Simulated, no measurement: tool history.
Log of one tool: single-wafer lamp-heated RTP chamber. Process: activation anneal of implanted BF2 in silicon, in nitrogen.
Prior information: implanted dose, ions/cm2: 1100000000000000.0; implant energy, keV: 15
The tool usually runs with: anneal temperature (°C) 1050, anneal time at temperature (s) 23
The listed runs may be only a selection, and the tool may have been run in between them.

run    hour  anneal temperature (°C)  anneal time at temperature (s)  read-back reference wafer on the same gauge, sheet resistance  sheet resistance of the implanted and annealed layer (ohm/square)
  1     0.0                     1050                              23                                                         148.98                                                             149.58
       27.5  -- pyrometer window cleaned and pyrometer calibrated
  2    56.1                     1050                              23                                                         149.07                                                             154.57
      101.8  -- reflector plate cleaned
  3   217.6                     1050                              23                                                         148.90                                                             153.19
  4   260.3                     1050                              23                                                         148.98                                                             153.08
  5   333.4                     1050                              33                                                         149.10                                                             145.11
  6   492.9                     1050                              33                                                         148.88                                                             143.48
  7   551.1                     1050                              33                                                         148.92                                                             142.91
      583.9  -- pyrometer window cleaned and pyrometer calibrated
  8   650.3                     1050                              23                                                         148.91                                                             153.57
  9   689.7                     1050                              23                                                         149.10                                                             153.96
 10   727.7                     1050                              23                                                         148.92                                                             152.95
 11   802.8                     1042                              23                                                         149.05                                                             160.34
 12   847.8                     1042                              23                                                         148.94                                                             159.44
 13   951.6                     1050                              23                                                         148.97                                                             151.25
 14   996.9                     1072                              30                                                         149.08                                                             127.58
     1081.0  -- pyrometer window cleaned and pyrometer calibrated
 15  1099.7                     1072                              30                                                         149.02                                                             129.16
     1150.4  -- gauge calibrated
 16  1167.7                     1050                              23                                                         148.98                                                             153.60
 17  1232.5                     1057                              12                                                         148.99                                                             161.77
 18  1437.1                     1069                              10                                                         149.07                                                             156.70
     1447.9  -- reflector plate cleaned
 19  1478.2                     1040                              15                                                         149.00                                                             169.72
 20  1582.8                     1063                              18                                                         149.02                                                             144.21
     1611.1  -- pyrometer window cleaned and pyrometer calibrated
 21  1656.4                     1027                              23                                                         148.92                                                             172.55
 22  1762.4                     1066                              27                                                         148.98                                                             135.65
 23  1815.6                     1026                              23                                                         149.01                                                             173.42
 24  1897.2                     1031                              23                                                         149.05                                                             167.54
 25  1940.1                     1072                              30                                                         149.05                                                             128.71
 26  1995.4                     1072                              23                                                         149.04                                                             132.81
 27  2095.8                     1057                              12                                                         148.90                                                             158.75
     2162.3  -- pyrometer window cleaned and pyrometer calibrated
 28  2193.1                     1050                              35                                                         148.96                                                             144.93
 29  2249.4                     1042                              29                                                         149.03                                                             155.11
 30  2333.8                     1060                              32                                                         149.09                                                             137.89
 31  2399.0                     1050                              23                                                         148.82                                                             152.57
 32  2503.5                     1042                              27                                                         149.01                                                             155.88
 33  2572.6                     1050                              23                                                         149.03                                                             151.39
 34  2653.9                     1041                              18                                                         149.05                                                             163.33

Consider 5 possible next runs. They are alternatives, not a sequence: every one starts from the tool as it was left by run 34. What does each give?
  A  2654.3                     1050                              27                                                              ?                                                                  ?
  B  2654.3                     1074                              11                                                              ?                                                                  ?
  C  2654.3                     1069                              36                                                              ?                                                                  ?
  D  2654.3                     1075                              15                                                              ?                                                                  ?
  E  2654.3                     1074                              16                                                              ?                                                                  ?

run  read-back reference wafer on the same gauge, sheet resistance  sheet resistance of the implanted and annealed layer (ohm/square)
  A                                                         149.01                                                             147.88
  B                                                         149.01                                                             149.88
  C                                                         149.01                                                             125.79
  D                                                         149.01                                                             141.48
  E                                                         149.01                                                             140.41
With no hidden state in the tool, these same runs would have given:
run  sheet resistance of the implanted and annealed layer (ohm/square)
  A                                                             151.40
  B                                                             152.48
  C                                                             129.20
  D                                                             144.14
  E                                                             143.15

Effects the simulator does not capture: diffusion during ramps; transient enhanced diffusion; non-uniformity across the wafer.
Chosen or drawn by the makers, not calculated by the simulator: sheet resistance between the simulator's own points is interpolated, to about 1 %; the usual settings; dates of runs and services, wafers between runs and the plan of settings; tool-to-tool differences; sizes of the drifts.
